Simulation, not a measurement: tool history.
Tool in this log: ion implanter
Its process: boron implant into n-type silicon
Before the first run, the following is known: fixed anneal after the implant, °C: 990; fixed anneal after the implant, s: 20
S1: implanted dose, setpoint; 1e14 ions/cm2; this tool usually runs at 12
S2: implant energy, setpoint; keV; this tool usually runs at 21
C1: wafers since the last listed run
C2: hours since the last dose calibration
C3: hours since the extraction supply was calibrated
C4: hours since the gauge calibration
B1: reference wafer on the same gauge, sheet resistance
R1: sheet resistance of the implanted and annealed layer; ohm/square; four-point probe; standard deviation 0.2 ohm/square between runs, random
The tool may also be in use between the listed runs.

run	day	S1	S2	C1	C2	C3	C4	B1	R1
1	0	12	24.5	0	151.6	2634.4	1622.9	118.47	97.44
2	2.625	12	21	1407	214.6	2697.4	1685.9	118.57	99.88
3	5.592	12	21	1590	285.8	2768.6	1757.1	118.47	99.64
4	8.717	12	21	1675	360.8	2843.6	1832.1	118.48	99.52
5	11.988	10.37	21	1753	439.3	2922.1	1910.6	118.51	111.15
6	15.542	12	17	1905	524.6	3007.4	1995.9	118.5	102.61
7	18.167	12	17	1407	587.6	3070.4	2058.9	118.48	102.69
8	21.692	12	16	1889	672.2	3155	2143.5	118.53	103.64
9	25.854	9.86	26	2231	772.1	3254.9	2243.4	118.51	113.37
10	29.783	9.86	26	2106	866.4	3349.2	2337.7	118.51	113.59
# day 31.617: Faraday cup replaced and dose calibrated
11	34.083	9.86	26	2126	59.2	3452.4	2440.9	118.47	113.46
12	36.196	12	21	1132	109.9	3503.1	2491.6	118.54	99.78
13	37.742	12	21	828	147	3540.2	2528.7	118.55	99.5
14	40.171	12	21	1302	205.3	3598.5	2587	118.55	99.35
# day 42.217: extraction supply calibrated
15	42.579	12	21	1112	263.1	8.7	2644.8	118.48	99.98
16	44.371	8.58	17.5	960	306.1	51.7	2687.8	118.53	131.07
17	51.462	12	21	3801	476.3	221.9	2858	118.52	99.29
18	53	13.03	16	824	513.2	258.8	2894.9	118.51	98.34
19	60.858	12	21	4212	701.8	447.4	3083.5	118.46	99.56
20	64.142	10.85	23	1760	780.6	526.2	3162.3	118.51	106.33
# day 71.204: Faraday cup replaced and dose calibrated
# day 73.4: gauge calibrated
21	74.779	9.92	17.5	5523	85.8	781.5	33.1	118.53	117.14
22	77.721	10.45	15	1576	156.4	852.1	103.7	118.45	115.37
23	81.571	8.53	17.5	2063	248.8	944.5	196.1	118.46	132.09
24	85.5	12	25	2106	343.1	1038.8	290.4	118.48	97.34
25	91.979	12.97	26	3473	498.6	1194.3	445.9	118.52	91.86
26	94.725	9.93	15	1471	564.5	1260.2	511.8	118.45	119.57
27	98.562	8.98	26.5	2057	656.6	1352.3	603.9	118.51	122.21
28	102.617	10.82	16	2173	753.9	1449.6	701.2	118.55	111.03
29	106.45	14.69	21	2054	845.9	1541.6	793.2	118.48	87.07
# day 108.183: Faraday cup replaced and dose calibrated
30	109.233	12	21	1313	25.2	1608.4	860	118.47	99.76
31	112.079	13.62	27	1525	93.5	1676.7	928.3	118.5	88.37
32	115.608	14.2	28	1891	178.2	1761.4	1013	118.57	85.41
33	118.667	10.36	16.5	1639	251.6	1834.8	1086.4	118.49	114.3
34	122.283	14.39	16.5	1938	338.4	1921.6	1173.2	118.56	92.82
35	124.721	10.2	26.5	1306	396.9	1980.1	1231.7	118.48	110.49
36	128.792	12	21	2182	494.6	2077.8	1329.4	118.46	99.57
37	132.217	8.42	27.5	1836	576.8	2160	1411.6	118.48	128.34
38	134.838	9.6	21	1404	639.7	2222.9	1474.5	118.48	118.13

The tool's hidden state at each run:
deviation of the true dose from the Faraday cup's reading, %: 0 across all the runs
deviation of the true energy from its setpoint, %: 0 across all the runs
gauge reads high (%): 0 across all the runs
